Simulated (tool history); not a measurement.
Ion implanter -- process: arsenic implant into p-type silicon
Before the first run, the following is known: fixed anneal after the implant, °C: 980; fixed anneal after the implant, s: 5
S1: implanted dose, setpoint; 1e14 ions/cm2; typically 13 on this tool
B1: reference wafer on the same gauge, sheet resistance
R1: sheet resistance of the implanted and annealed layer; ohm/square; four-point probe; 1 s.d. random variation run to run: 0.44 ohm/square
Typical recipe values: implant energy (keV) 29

run 1 hour=0 | S1=15.97 implant_energy_(keV)=29 | B1=107.05 | R1=117.09
run 2 hour=46.3 | S1=15.97 implant_energy_(keV)=29 | B1=106.93 | R1=117.65
run 3 hour=72.2 | S1=15.97 implant_energy_(keV)=29 | B1=106.99 | R1=117.58
run 4 hour=103.1 | S1=13 implant_energy_(keV)=29 | B1=106.99 | R1=125.5
run 5 hour=175.1 | S1=13 implant_energy_(keV)=29 | B1=107.04 | R1=126.08
run 6 hour=388.1 | S1=10.3 implant_energy_(keV)=29 | B1=107.07 | R1=139.49
run 7 hour=446.5 | S1=10.3 implant_energy_(keV)=29 | B1=107.01 | R1=138.3
run 8 hour=498.7 | S1=10.3 implant_energy_(keV)=29 | B1=107.06 | R1=138.69
-- hour=511.3 extraction supply calibrated
run 9 hour=554 | S1=13 implant_energy_(keV)=29 | B1=107.02 | R1=126.23
run 10 hour=610.6 | S1=13 implant_energy_(keV)=29 | B1=107.04 | R1=126.96
-- hour=629.8 Faraday cup replaced and dose calibrated
run 11 hour=642.8 | S1=13 implant_energy_(keV)=29 | B1=106.88 | R1=124.15
-- hour=668.3 gauge calibrated
run 12 hour=697.6 | S1=13 implant_energy_(keV)=35 | B1=107 | R1=115.15
run 13 hour=747.9 | S1=15.41 implant_energy_(keV)=29 | B1=107.02 | R1=118.94
run 14 hour=807.3 | S1=11.86 implant_energy_(keV)=36 | B1=107.06 | R1=118.44
run 15 hour=868.6 | S1=16.43 implant_energy_(keV)=29 | B1=107.04 | R1=116.94
run 16 hour=910.1 | S1=16.01 implant_energy_(keV)=34.5 | B1=106.97 | R1=108.06
run 17 hour=954.9 | S1=15.1 implant_energy_(keV)=37 | B1=106.96 | R1=107.74
run 18 hour=1002 | S1=13 implant_energy_(keV)=29 | B1=106.92 | R1=125.85
run 19 hour=1069.5 | S1=14.3 implant_energy_(keV)=35 | B1=106.91 | R1=111.96
run 20 hour=1134.4 | S1=13 implant_energy_(keV)=29 | B1=107.13 | R1=125.19
run 21 hour=1169.4 | S1=16.81 implant_energy_(keV)=22 | B1=107.05 | R1=134.52
run 22 hour=1208.7 | S1=13 implant_energy_(keV)=29 | B1=107.04 | R1=125.51
run 23 hour=1278.8 | S1=13 implant_energy_(keV)=29 | B1=107.07 | R1=126.83
run 24 hour=1350 | S1=13 implant_energy_(keV)=29 | B1=107 | R1=126.27
run 25 hour=1390.3 | S1=13 implant_energy_(keV)=35.5 | B1=107.12 | R1=115.68

What if the next run were any one of these 3? Each begins from the tool's condition after run 25:
run A hour=1390.7 | S1=14.77 implant_energy_(keV)=29 | B1=? | R1=?
run B hour=1390.7 | S1=16.38 implant_energy_(keV)=29 | B1=? | R1=?
run C hour=1390.7 | S1=16.04 implant_energy_(keV)=22.5 | B1=? | R1=?

run=A B1=106.97 R1=121.36
run=B B1=106.97 R1=117.94
run=C B1=106.97 R1=133.96
Without the tool's hidden state the same runs would have given:
run=A R1=120.02
run=B R1=116.81
run=C R1=132.93
